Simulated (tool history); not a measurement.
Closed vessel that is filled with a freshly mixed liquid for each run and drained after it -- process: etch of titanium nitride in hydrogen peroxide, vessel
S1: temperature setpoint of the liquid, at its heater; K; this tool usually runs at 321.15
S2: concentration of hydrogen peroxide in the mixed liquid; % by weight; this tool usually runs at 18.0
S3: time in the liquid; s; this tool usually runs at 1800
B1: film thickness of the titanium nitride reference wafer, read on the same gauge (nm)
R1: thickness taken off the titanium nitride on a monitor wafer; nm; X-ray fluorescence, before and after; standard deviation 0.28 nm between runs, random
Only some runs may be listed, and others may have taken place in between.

run    hour      S1    S2    S3     B1      R1
  1     0.0  324.15  18.0  2235  79.99   71.04
  2    71.0  324.15  18.0  2235  80.01   69.90
      113.7  -- new drum of peroxide connected
  3   170.2  324.15  18.0  2235  79.99   72.08
  4   211.9  314.15  18.0  1800  80.01   27.65
  5   318.4  314.15  18.0  1800  80.01   27.96
      450.5  -- peroxide flow meter replaced
  6   568.4  313.65  18.0  1800  79.98   27.64
      619.2  -- thermometer replaced
  7   652.7  313.65  18.0  1800  79.98   23.19
      654.8  -- gauge calibrated
      683.3  -- new drum of peroxide connected
  8   753.1  321.15  20.0   860  79.99   19.85
  9   807.6  321.15  18.0  1800  80.03   41.05
 10   857.4  331.15  23.5  1410  80.01   69.58
 11   912.0  313.65  15.0  1150  79.99   14.47
 12   976.8  313.65  18.0  1800  79.96   23.76
 13  1026.9  330.65  22.5  2450  80.02  117.06
 14  1097.4  314.65  18.0  2070  80.03   29.73

Each row is a separate what-if for the run after 14, all from the same tool condition, not one after another. Results?
  A  1098.6  321.15  18.0  1800   ?   ?
  B  1098.6  326.15  18.0  2530   ?   ?
  C  1098.6  327.65  23.5  2695   ?   ?
  D  1098.6  330.15  18.0  1425   ?   ?
  E  1098.6  328.65  21.0  1460   ?   ?

run     B1      R1
  A  80.01   42.34
  B  80.01   85.18
  C  80.01  106.76
  D  80.01   63.41
  E  80.01   60.53
Without the tool's unlogged condition, the same runs would have read:
run      R1
  A   40.23
  B   81.06
  C  101.65
  D   60.42
  E   57.64
